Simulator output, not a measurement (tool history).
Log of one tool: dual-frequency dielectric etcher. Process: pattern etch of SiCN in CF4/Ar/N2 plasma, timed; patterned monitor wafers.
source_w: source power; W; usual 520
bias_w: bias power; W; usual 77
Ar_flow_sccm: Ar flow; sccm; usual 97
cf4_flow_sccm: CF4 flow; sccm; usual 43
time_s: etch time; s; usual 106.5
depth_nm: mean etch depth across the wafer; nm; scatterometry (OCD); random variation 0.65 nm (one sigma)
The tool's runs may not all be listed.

run,hour,source_w,bias_w,Ar_flow_sccm,cf4_flow_sccm,time_s,wafers since the last listed run,hours since the last wet clean,hours since the last source power generator calibration,hours since the last bias power generator calibration,hours since the last Ar flow controller change,hours since the last CF4 flow controller change,hours since the last upper electrode change,hours since the gauge calibration,"read-back reference wafer on the same gauge, depth_nm",depth_nm
1,0,520,63,97,43,118.5,0,33.4,2706.6,66.3,73.6,57.3,142.2,530.3,78.5,98.6
2,10,520,60,97,43,79,88,43.4,2716.6,76.3,83.6,67.3,152.2,540.3,78.5,63.7
3,25.4,520,77,97,43,106.5,136,58.8,2732,91.7,99,82.7,167.6,555.7,78.5,99.1
4,36.9,410,88,97,43,119,102,70.3,2743.5,103.2,110.5,94.2,179.1,567.2,78.4,93.4
5,48.9,520,77,97,43,106.5,106,82.3,2755.5,115.2,122.5,106.2,191.1,579.2,78.6,99.1
# hour 60.9: source power generator calibrated
6,66.4,520,65,81,43,106.5,119,99.8,5.5,132.7,140,123.7,208.6,596.7,78.4,90.8
# hour 68.9: gauge calibrated
# hour 93.4: wet clean of the chamber, repeated, since the last time left the tool worse
7,93.9,430,77,97,43,106.5,31,0.5,33,160.2,167.5,151.2,236.1,25,78.6,77.5
8,121.6,580,77,97,43,106.5,245,28.2,60.7,187.9,195.2,178.9,263.8,52.7,78.6,106
9,134.6,480,77,97,36,106.5,115,41.2,73.7,200.9,208.2,191.9,276.8,65.7,78.5,83.8
10,149,450,87,97,43,123.5,127,55.6,88.1,215.3,222.6,206.3,291.2,80.1,78.7,101.5
11,172.1,480,77,97,43,124,204,78.7,111.2,238.4,245.7,229.4,314.3,103.2,78.8,101
12,179.5,520,59,88,33,117.5,65,86.1,118.6,245.8,253.1,236.8,321.7,110.6,78.7,85.2
13,188.6,570,77,97,46,106.5,80,95.2,127.7,254.9,262.2,245.9,330.8,119.7,78.8,104.9
14,200.3,520,77,97,40,106.5,103,106.9,139.4,266.6,273.9,257.6,342.5,131.4,78.8,94.4
15,214.4,410,60,97,38,106.5,125,121,153.5,280.7,288,271.7,356.6,145.5,78.3,61.7
16,221.5,520,77,97,33,106.5,62,128.1,160.6,287.8,295.1,278.8,363.7,152.6,78.4,90.1
17,235,520,60,97,43,116.5,119,141.6,174.1,301.3,308.6,292.3,377.2,166.1,78.5,87.8
18,245.7,520,59,88,33,117.5,94,152.3,184.8,312,319.3,303,387.9,176.8,78.5,84.7
19,261.5,520,88,97,36,106.5,140,168.1,200.6,327.8,335.1,318.8,403.7,192.6,78.7,99.2
20,274.1,520,93,97,38,138.5,111,180.7,213.2,340.4,347.7,331.4,416.3,205.2,78.4,131.9
21,280.4,520,64,88,35,106.5,55,187,219.5,346.7,354,337.7,422.6,211.5,78.3,81.4

Forecast each of these 4 alternatives for the next run:
A,280.8,520,77,114,43,106.5,3,187.4,219.9,347.1,354.4,338.1,423,211.9,?,?
B,280.8,620,77,97,43,106.5,3,187.4,219.9,347.1,354.4,338.1,423,211.9,?,?
C,280.8,390,66,97,43,106.5,3,187.4,219.9,347.1,354.4,338.1,423,211.9,?,?
D,280.8,550,94,107,43,106.5,3,187.4,219.9,347.1,354.4,338.1,423,211.9,?,?

run,"read-back reference wafer on the same gauge, depth_nm",depth_nm
A,78.5,93
B,78.5,112.4
C,78.5,63.4
D,78.5,111.1
Without the tool's hidden state the same runs would have given:
run,depth_nm
A,93.8
B,113.4
C,64
D,112.2

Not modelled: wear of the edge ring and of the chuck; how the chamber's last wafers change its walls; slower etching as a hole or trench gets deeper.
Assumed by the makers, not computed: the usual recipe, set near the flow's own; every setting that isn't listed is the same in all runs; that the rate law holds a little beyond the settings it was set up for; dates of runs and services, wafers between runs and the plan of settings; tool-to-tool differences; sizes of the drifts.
